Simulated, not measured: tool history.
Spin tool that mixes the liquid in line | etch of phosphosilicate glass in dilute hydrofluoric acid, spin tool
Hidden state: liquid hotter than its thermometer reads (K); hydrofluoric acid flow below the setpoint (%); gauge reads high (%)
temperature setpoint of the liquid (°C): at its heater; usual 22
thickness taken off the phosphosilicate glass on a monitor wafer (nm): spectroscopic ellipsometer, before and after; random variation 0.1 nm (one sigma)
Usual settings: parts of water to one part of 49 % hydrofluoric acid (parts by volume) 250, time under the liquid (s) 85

run   hour  temperature setpoint of the liquid (°C)  parts of water to one part of 49 % hydrofluoric acid (parts by volume)  time under the liquid (s)  wafers since the last listed run  hours since the thermometer was replaced  hours since the hydrofluoric acid flow meter was replaced  hours since the gauge calibration  read-back film thickness of the phosphosilicate glass reference wafer, read on the same gauge (nm)  thickness taken off the phosphosilicate glass on a monitor wafer (nm)
  1      0                                       22                                                                     250                         85                                 0                                    1486.8                                                      511.5                              311.7                                                                                              130.01                                                                  15.73
  2     11                                       22                                                                     250                         85                                79                                    1497.8                                                      522.5                              322.7                                                                                              130.02                                                                  15.84
  3   23.3                                     19.5                                                                     210                         85                                88                                    1510.1                                                      534.8                                335                                                                                              129.99                                                                  17.67
  4   32.4                                     19.5                                                                     210                         85                                65                                    1519.2                                                      543.9                              344.1                                                                                              130.03                                                                   17.7
  5   40.6                                     19.5                                                                     210                         85                                59                                    1527.4                                                      552.1                              352.3                                                                                                 130                                                                  17.63
  6   53.6                                       22                                                                     315                         85                                94                                    1540.4                                                      565.1                              365.3                                                                                              130.02                                                                  11.72
  7   62.2                                       22                                                                     315                         85                                62                                      1549                                                      573.7                              373.9                                                                                              130.01                                                                  11.86
  8   71.2                                       22                                                                     315                         85                                65                                      1558                                                      582.7                              382.9                                                                                              130.02                                                                  11.68
  9  122.7                                       22                                                                     250                         85                               372                                    1609.5                                                      634.2                              434.4                                                                                                 130                                                                  15.53
 10  131.1                                       22                                                                     250                         85                                60                                    1617.9                                                      642.6                              442.8                                                                                              130.02                                                                  15.69
 11  147.2                                       22                                                                     250                         85                               116                                      1634                                                      658.7                              458.9                                                                                              129.98                                                                  15.48
 12    162                                       22                                                                     250                         85                               107                                    1648.8                                                      673.5                              473.7                                                                                                 130                                                                  15.48
 13  172.3                                       22                                                                     250                         85                                74                                    1659.1                                                      683.8                                484                                                                                              129.99                                                                  15.57
 14  184.7                                       22                                                                     250                         85                                89                                    1671.5                                                      696.2                              496.4                                                                                              130.03                                                                  15.61
 15  197.7                                       22                                                                     250                         85                                94                                    1684.5                                                      709.2                              509.4                                                                                              130.05                                                                   15.5
 16  207.9                                       26                                                                     280                         85                                73                                    1694.7                                                      719.4                              519.6                                                                                              129.97                                                                   15.4
 17  215.2                                       18                                                                     360                         40                                52                                      1702                                                      726.7                              526.9                                                                                              129.99                                                                   3.97
 18  228.2                                       22                                                                     250                        110                                94                                      1715                                                      739.7                              539.9                                                                                              129.98                                                                  19.83
 19  243.6                                       25                                                                     155                        100                               111                                    1730.4                                                      755.1                              555.3                                                                                              130.01                                                                  36.36
 20  258.8                                     19.5                                                                     335                         50                               109                                    1745.6                                                      770.3                              570.5                                                                                              130.01                                                                   5.67
     265.8  -- thermometer replaced
 21  276.2                                       22                                                                     250                         85                               118                                      10.4                                                      787.7                              587.9                                                                                              130.02                                                                  15.45
 22  287.5                                     20.5                                                                     145                         85                                81                                      21.7                                                        799                              599.2                                                                                                 130                                                                  28.13
       307  -- gauge calibrated
 23  324.8                                       19                                                                     150                         85                               269                                        59                                                      836.3                               17.8                                                                                              129.99                                                                  25.28
 24  335.1                                       22                                                                     170                         70                                74                                      69.3                                                      846.6                               28.1                                                                                              129.96                                                                   20.5
 25  346.8                                       22                                                                     250                         65                                84                                        81                                                      858.3                               39.8                                                                                                 130                                                                  11.83
     359.5  -- hydrofluoric acid flow meter replaced
 26  360.5                                     26.5                                                                     250                         85                                91                                      94.7                                                          1                               53.5                                                                                              130.01                                                                  19.12
 27  378.1                                       25                                                                     370                         70                               127                                     112.3                                                       18.6                               71.1                                                                                                 130                                                                   8.93
 28  394.5                                       22                                                                     250                         60                               118                                     128.7                                                         35                               87.5                                                                                              129.99                                                                  11.51
 29  429.1                                     24.5                                                                     250                         85                               250                                     163.3                                                       69.6                              122.1                                                                                                 130                                                                  17.87
 30  441.2                                       22                                                                     250                         85                                87                                     175.4                                                       81.7                              134.2                                                                                              130.02                                                                  16.16
 31  469.9                                       19                                                                     330                         85                               207                                     204.1                                                      110.4                              162.9                                                                                              129.99                                                                  10.32
 32  486.1                                       22                                                                     250                         85                               117                                     220.3                                                      126.6                              179.1                                                                                              129.99                                                                  16.34
 33  503.9                                       18                                                                     135                        125                               128                                     238.1                                                      144.4                              196.9                                                                                              129.99                                                                  42.31

4 ways to go on from here, each from the tool as it stands after run 33. What would each give?
  A  504.3                                       22                                                                     250                         45                                 2                                     238.5                                                      144.8                              197.3                                                                                                   ?                                                                      ?
  B  504.3                                     20.5                                                                     125                        130                                 2                                     238.5                                                      144.8                              197.3                                                                                                   ?                                                                      ?
  C  504.3                                     24.5                                                                     370                         60                                 2                                     238.5                                                      144.8                              197.3                                                                                                   ?                                                                      ?
  D  504.3                                     23.5                                                                     250                        130                                 2                                     238.5                                                      144.8                              197.3                                                                                                   ?                                                                      ?

run  read-back film thickness of the phosphosilicate glass reference wafer, read on the same gauge (nm)  thickness taken off the phosphosilicate glass on a monitor wafer (nm)
  A                                                                                                 130                                                                   8.62
  B                                                                                                 130                                                                  53.49
  C                                                                                                 130                                                                   7.55
  D                                                                                                 130                                                                  26.29
Without the tool's hidden state the same runs would have given:
run  thickness taken off the phosphosilicate glass on a monitor wafer (nm)
  A                                                                   8.71
  B                                                                     54
  C                                                                   7.64
  D                                                                  26.56
